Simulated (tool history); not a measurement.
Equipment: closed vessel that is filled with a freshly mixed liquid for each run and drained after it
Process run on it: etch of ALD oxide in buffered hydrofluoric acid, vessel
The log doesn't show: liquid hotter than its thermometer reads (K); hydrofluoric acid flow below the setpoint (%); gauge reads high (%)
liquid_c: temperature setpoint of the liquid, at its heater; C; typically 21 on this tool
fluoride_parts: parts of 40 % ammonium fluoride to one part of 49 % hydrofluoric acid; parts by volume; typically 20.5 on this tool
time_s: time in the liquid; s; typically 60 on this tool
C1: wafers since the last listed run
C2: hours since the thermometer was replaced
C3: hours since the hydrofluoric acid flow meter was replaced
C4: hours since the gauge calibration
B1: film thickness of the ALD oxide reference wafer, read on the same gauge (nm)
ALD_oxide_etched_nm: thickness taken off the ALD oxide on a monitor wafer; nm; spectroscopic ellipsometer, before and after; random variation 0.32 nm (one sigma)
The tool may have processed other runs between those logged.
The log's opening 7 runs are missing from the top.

Run 8, hour 313.9: usual settings; C1 5183; C2 124.9; C3 890.6; C4 1906.6; B1 129.98. Result: ALD_oxide_etched_nm 36.19 nm.
Run 9, hour 356.2: usual settings; C1 5495; C2 167.2; C3 932.9; C4 1948.9; B1 130.02. Result: ALD_oxide_etched_nm 36.67 nm.
Run 10, hour 386.6: usual settings; C1 3949; C2 197.6; C3 963.3; C4 1979.3; B1 130.02. Result: ALD_oxide_etched_nm 36.86 nm.
At hour 412.6: gauge calibrated.
Run 11, hour 437.9: usual settings; C1 6665; C2 248.9; C3 1014.6; C4 25.3; B1 129.96. Result: ALD_oxide_etched_nm 35.8 nm.
Run 12, hour 505.2: usual settings; C1 8743; C2 316.2; C3 1081.9; C4 92.6; B1 130.03. Result: ALD_oxide_etched_nm 36.55 nm.
Run 13, hour 565.1: usual settings but liquid_c 23.5 C; C1 7782; C2 376.1; C3 1141.8; C4 152.5; B1 130.03. Result: ALD_oxide_etched_nm 41.35 nm.
Run 14, hour 620.7: usual settings; C1 7223; C2 431.7; C3 1197.4; C4 208.1; B1 130.01. Result: ALD_oxide_etched_nm 36.41 nm.
Run 15, hour 680.1: usual settings but liquid_c 24 C, fluoride_parts 13.5 parts by volume, time_s 80 s; C1 7717; C2 491.1; C3 1256.8; C4 267.5; B1 129.98. Result: ALD_oxide_etched_nm 86.29 nm.
Run 16, hour 729.4: usual settings but liquid_c 17 C, fluoride_parts 26.5 parts by volume; C1 6405; C2 540.4; C3 1306.1; C4 316.8; B1 130.01. Result: ALD_oxide_etched_nm 24.66 nm.
Run 17, hour 796.9: usual settings; C1 8769; C2 607.9; C3 1373.6; C4 384.3; B1 130. Result: ALD_oxide_etched_nm 36.71 nm.
Run 18, hour 958.4: usual settings but fluoride_parts 25.5 parts by volume; C1 20982; C2 769.4; C3 1535.1; C4 545.8; B1 130.01. Result: ALD_oxide_etched_nm 31.07 nm.
At hour 982.5: hydrofluoric acid flow meter replaced.
Run 19, hour 1025.7: usual settings but liquid_c 23 C, fluoride_parts 15 parts by volume; C1 8613; C2 836.7; C3 43.2; C4 613.1; B1 129.98. Result: ALD_oxide_etched_nm 56.25 nm.
At hour 1056.8: thermometer replaced.
Run 20, hour 1232.6: usual settings but liquid_c 22.5 C, time_s 50 s; C1 26751; C2 175.8; C3 250.1; C4 820; B1 130.01. Result: ALD_oxide_etched_nm 32.94 nm.
Run 21, hour 1378.5: usual settings but time_s 95 s; C1 18955; C2 321.7; C3 396; C4 965.9; B1 130.01. Result: ALD_oxide_etched_nm 57.97 nm.
Run 22, hour 1446.9: usual settings but liquid_c 19 C; C1 8886; C2 390.1; C3 464.4; C4 1034.3; B1 129.98. Result: ALD_oxide_etched_nm 32.1 nm.
Run 23, hour 1478.6: usual settings but liquid_c 17 C, fluoride_parts 15.5 parts by volume; C1 4118; C2 421.8; C3 496.1; C4 1066; B1 130. Result: ALD_oxide_etched_nm 37.78 nm.
Run 24, hour 1527.8: usual settings but liquid_c 25 C, time_s 75 s; C1 6392; C2 471; C3 545.3; C4 1115.2; B1 130. Result: ALD_oxide_etched_nm 57.71 nm.

Run 25, settings as shown, results not yet in. Your forecast:
Run 25, hour 1694.3: usual settings but liquid_c 24.5 C, fluoride_parts 23 parts by volume; C1 21632; C2 637.5; C3 711.8; C4 1281.7; B1 ?. Result: ALD_oxide_etched_nm ?.

B1: 129.99
ALD_oxide_etched_nm: 40.72 nm
Take away the tool's hidden state, keep the run-to-run variation as it was, and the same run would have given ALD_oxide_etched_nm 40.72 nm.
